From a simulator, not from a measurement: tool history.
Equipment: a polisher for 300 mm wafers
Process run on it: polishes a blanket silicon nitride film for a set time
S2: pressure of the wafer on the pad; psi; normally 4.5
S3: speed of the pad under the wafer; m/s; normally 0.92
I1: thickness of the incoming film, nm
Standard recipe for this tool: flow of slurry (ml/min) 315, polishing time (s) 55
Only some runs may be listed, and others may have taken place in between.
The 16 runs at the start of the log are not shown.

Run 17, hour 708.4: usual settings but flow of slurry (ml/min) 275, S2 4.0 psi; I1 838.7. Result: film removed (Å) 1122.
At hour 722.0: worn pad replaced by a new one.
Run 18, hour 746.4: usual settings but flow of slurry (ml/min) 260, S2 6.0 psi, S3 0.78 m/s, polishing time (s) 64; I1 806.8. Result: film removed (Å) 1658.
Run 19, hour 796.0: usual settings but S3 1.02 m/s; I1 808.6. Result: film removed (Å) 1336.
Run 20, hour 851.1: usual settings but flow of slurry (ml/min) 280, S3 1.16 m/s, polishing time (s) 73; I1 820.0. Result: film removed (Å) 1885.
At hour 857.1: head pressure recalibrated.
Run 21, hour 913.4: usual settings; I1 824.1. Result: film removed (Å) 1224.
Run 22, hour 997.6: usual settings but flow of slurry (ml/min) 250, S2 3.7 psi, S3 0.74 m/s, polishing time (s) 48; I1 808.0. Result: film removed (Å) 788.
Run 23, hour 1047.7: usual settings but S3 0.72 m/s; I1 818.7. Result: film removed (Å) 1076.
At hour 1073.6: worn pad replaced by a new one.
Run 24, hour 1086.9: usual settings but flow of slurry (ml/min) 250; I1 815.5. Result: film removed (Å) 1206.
Run 25, hour 1148.8: usual settings but flow of slurry (ml/min) 410, S2 6.0 psi; I1 817.3. Result: film removed (Å) 1623.
Run 26, hour 1186.0: usual settings but polishing time (s) 41; I1 829.4. Result: film removed (Å) 923.

Expected results for the next run?
Run 27, hour 1327.8: usual settings but S2 5.0 psi; I1 804.2. Result: film removed (Å) ?.

{"run 27": {"film removed (Å)": 1351}}
The same run, on a tool lacking any hidden state, would have yielded film removed (Å) 1290.

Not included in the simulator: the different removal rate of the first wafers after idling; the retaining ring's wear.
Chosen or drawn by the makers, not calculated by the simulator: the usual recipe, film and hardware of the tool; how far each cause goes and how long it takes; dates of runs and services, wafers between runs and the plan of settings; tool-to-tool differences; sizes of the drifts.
